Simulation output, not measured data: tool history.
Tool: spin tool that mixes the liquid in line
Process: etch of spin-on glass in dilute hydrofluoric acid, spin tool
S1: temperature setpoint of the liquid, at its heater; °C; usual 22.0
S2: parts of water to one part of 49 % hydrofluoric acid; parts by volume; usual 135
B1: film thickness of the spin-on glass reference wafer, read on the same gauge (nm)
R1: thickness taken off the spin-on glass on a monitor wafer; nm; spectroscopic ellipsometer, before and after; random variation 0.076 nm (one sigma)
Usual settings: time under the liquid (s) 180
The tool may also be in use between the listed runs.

run 1 hour=0.0 | S1=22.0 S2=135 time_under_the_liquid_(s)=180 | B1=69.99 | R1=21.99
run 2 hour=60.6 | S1=22.0 S2=135 time_under_the_liquid_(s)=180 | B1=69.99 | R1=22.05
run 3 hour=98.4 | S1=22.0 S2=135 time_under_the_liquid_(s)=180 | B1=70.01 | R1=21.81
run 4 hour=134.8 | S1=22.0 S2=135 time_under_the_liquid_(s)=180 | B1=70.01 | R1=22.04
run 5 hour=185.8 | S1=22.0 S2=135 time_under_the_liquid_(s)=180 | B1=70.01 | R1=21.80
run 6 hour=220.8 | S1=22.0 S2=135 time_under_the_liquid_(s)=180 | B1=70.00 | R1=21.96
run 7 hour=265.9 | S1=22.0 S2=135 time_under_the_liquid_(s)=180 | B1=70.01 | R1=22.03
run 8 hour=295.9 | S1=22.0 S2=100 time_under_the_liquid_(s)=180 | B1=70.01 | R1=30.82
run 9 hour=321.2 | S1=25.5 S2=135 time_under_the_liquid_(s)=180 | B1=70.01 | R1=25.19
-- hour=334.1 gauge calibrated
run 10 hour=391.5 | S1=22.0 S2=135 time_under_the_liquid_(s)=180 | B1=70.03 | R1=22.10
run 11 hour=421.5 | S1=22.0 S2=135 time_under_the_liquid_(s)=180 | B1=70.01 | R1=22.02
run 12 hour=458.2 | S1=22.0 S2=135 time_under_the_liquid_(s)=180 | B1=69.99 | R1=21.98
-- hour=517.5 hydrofluoric acid flow meter replaced
run 13 hour=607.2 | S1=25.0 S2=75 time_under_the_liquid_(s)=180 | B1=69.99 | R1=47.85
run 14 hour=673.8 | S1=22.0 S2=135 time_under_the_liquid_(s)=255 | B1=70.00 | R1=31.19
run 15 hour=728.5 | S1=20.0 S2=135 time_under_the_liquid_(s)=180 | B1=70.01 | R1=20.40
-- hour=753.3 thermometer replaced
run 16 hour=762.8 | S1=24.5 S2=75 time_under_the_liquid_(s)=180 | B1=69.99 | R1=47.08
run 17 hour=826.7 | S1=24.5 S2=165 time_under_the_liquid_(s)=75 | B1=70.00 | R1=7.98
run 18 hour=896.6 | S1=22.0 S2=135 time_under_the_liquid_(s)=180 | B1=70.00 | R1=22.03
run 19 hour=925.2 | S1=20.5 S2=115 time_under_the_liquid_(s)=180 | B1=69.98 | R1=24.90
run 20 hour=973.5 | S1=17.0 S2=175 time_under_the_liquid_(s)=105 | B1=70.01 | R1=7.82
run 21 hour=1039.7 | S1=18.0 S2=185 time_under_the_liquid_(s)=235 | B1=70.00 | R1=16.94
run 22 hour=1081.9 | S1=27.0 S2=205 time_under_the_liquid_(s)=275 | B1=69.98 | R1=24.66
-- hour=1111.2 hydrofluoric acid flow meter replaced
run 23 hour=1252.9 | S1=24.5 S2=65 time_under_the_liquid_(s)=145 | B1=70.01 | R1=43.96
run 24 hour=1300.0 | S1=26.0 S2=135 time_under_the_liquid_(s)=180 | B1=70.00 | R1=25.53
run 25 hour=1325.1 | S1=25.5 S2=195 time_under_the_liquid_(s)=75 | B1=70.01 | R1=6.74
run 26 hour=1384.1 | S1=22.0 S2=175 time_under_the_liquid_(s)=235 | B1=70.01 | R1=21.21
run 27 hour=1428.6 | S1=22.0 S2=135 time_under_the_liquid_(s)=180 | B1=70.03 | R1=21.97
run 28 hour=1465.0 | S1=22.0 S2=135 time_under_the_liquid_(s)=180 | B1=69.97 | R1=22.04
run 29 hour=1498.7 | S1=22.0 S2=195 time_under_the_liquid_(s)=180 | B1=69.98 | R1=14.28
run 30 hour=1570.3 | S1=22.0 S2=175 time_under_the_liquid_(s)=145 | B1=70.01 | R1=13.01
run 31 hour=1603.5 | S1=22.0 S2=135 time_under_the_liquid_(s)=180 | B1=70.00 | R1=21.99
-- hour=1663.6 hydrofluoric acid flow meter replaced
run 32 hour=1705.9 | S1=22.0 S2=135 time_under_the_liquid_(s)=180 | B1=70.00 | R1=21.88
run 33 hour=1752.0 | S1=22.0 S2=85 time_under_the_liquid_(s)=150 | B1=70.03 | R1=30.97
run 34 hour=1818.3 | S1=18.0 S2=75 time_under_the_liquid_(s)=130 | B1=70.02 | R1=25.86

What the log doesn't show, run by run:
liquid hotter than its thermometer reads (K): 0 in every run
hydrofluoric acid flow above the setpoint (%): 0 in every run
gauge reads high (%): 0 in every run
